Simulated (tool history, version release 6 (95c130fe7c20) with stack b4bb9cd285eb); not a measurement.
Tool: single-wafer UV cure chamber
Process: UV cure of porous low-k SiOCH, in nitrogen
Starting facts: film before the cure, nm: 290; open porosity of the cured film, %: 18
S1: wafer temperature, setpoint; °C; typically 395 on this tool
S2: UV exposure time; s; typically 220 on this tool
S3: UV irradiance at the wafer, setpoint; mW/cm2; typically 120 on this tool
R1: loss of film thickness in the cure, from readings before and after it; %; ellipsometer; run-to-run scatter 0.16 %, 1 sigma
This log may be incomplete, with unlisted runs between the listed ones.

run	hour	S1	S2	S3	R1
1	0.0	395	130	105	7.547
# hour 11.4: quartz window cleaned
2	13.9	395	130	105	8.169
3	22.0	395	220	142	11.348
4	29.9	395	220	92	9.350
5	37.0	395	220	92	9.559
6	53.8	395	220	92	9.302
7	63.3	395	220	120	10.267
8	73.3	395	220	120	10.300
9	84.1	395	270	135	11.570
10	90.5	395	220	120	10.210
11	96.6	395	220	120	10.293
12	109.5	395	220	120	10.001
13	119.3	395	220	120	9.925
14	129.3	395	220	120	9.883
15	136.3	395	175	120	8.904
# hour 156.3: quartz window cleaned
16	156.8	395	175	120	9.834
17	165.3	395	175	120	9.480
18	182.5	395	220	120	10.645
19	189.9	395	220	120	10.631
20	200.8	395	145	99	8.159
21	207.2	395	145	99	8.269
22	219.1	395	145	99	8.209
23	227.1	395	220	120	10.547
24	239.9	395	220	84	9.099
25	255.5	402	330	140	12.836
# hour 267.7: quartz window cleaned
26	268.2	395	220	120	10.647
27	277.2	395	265	120	11.071
28	287.4	414	220	120	10.848
29	300.1	390	335	141	12.920
30	307.0	412	260	157	12.634
31	360.8	411	155	150	9.756
32	368.1	395	175	120	9.216
33	383.4	395	220	120	10.092
# hour 394.0: UV bulbs replaced
# hour 402.1: quartz window cleaned
34	402.6	395	220	120	10.734
35	409.6	410	120	101	7.998
36	418.8	395	220	120	10.946
37	429.4	395	220	109	10.334
38	437.8	403	160	98	8.571
39	444.0	388	330	102	11.505
40	457.6	395	220	120	10.853
41	465.6	382	315	159	12.964
42	475.7	395	185	120	9.817
43	486.6	401	260	120	11.012
44	493.8	395	220	120	10.308
45	508.0	395	275	99	10.273
# hour 519.0: quartz window cleaned
46	553.6	412	325	97	11.381

Predict each of these 5 candidate next runs independently; none follows another, all start after run 46:
A	554.1	395	220	110	?
B	554.1	395	150	82	?
C	554.1	375	290	91	?
D	554.1	378	220	156	?
E	554.1	414	115	107	?

run	R1
A	10.061
B	7.507
C	10.086
D	11.185
E	7.770
The same runs, with their run-to-run variation unchanged, on a tool lacking any hidden condition would have given:
run	R1
A	10.180
B	7.616
C	10.205
D	11.308
E	7.880

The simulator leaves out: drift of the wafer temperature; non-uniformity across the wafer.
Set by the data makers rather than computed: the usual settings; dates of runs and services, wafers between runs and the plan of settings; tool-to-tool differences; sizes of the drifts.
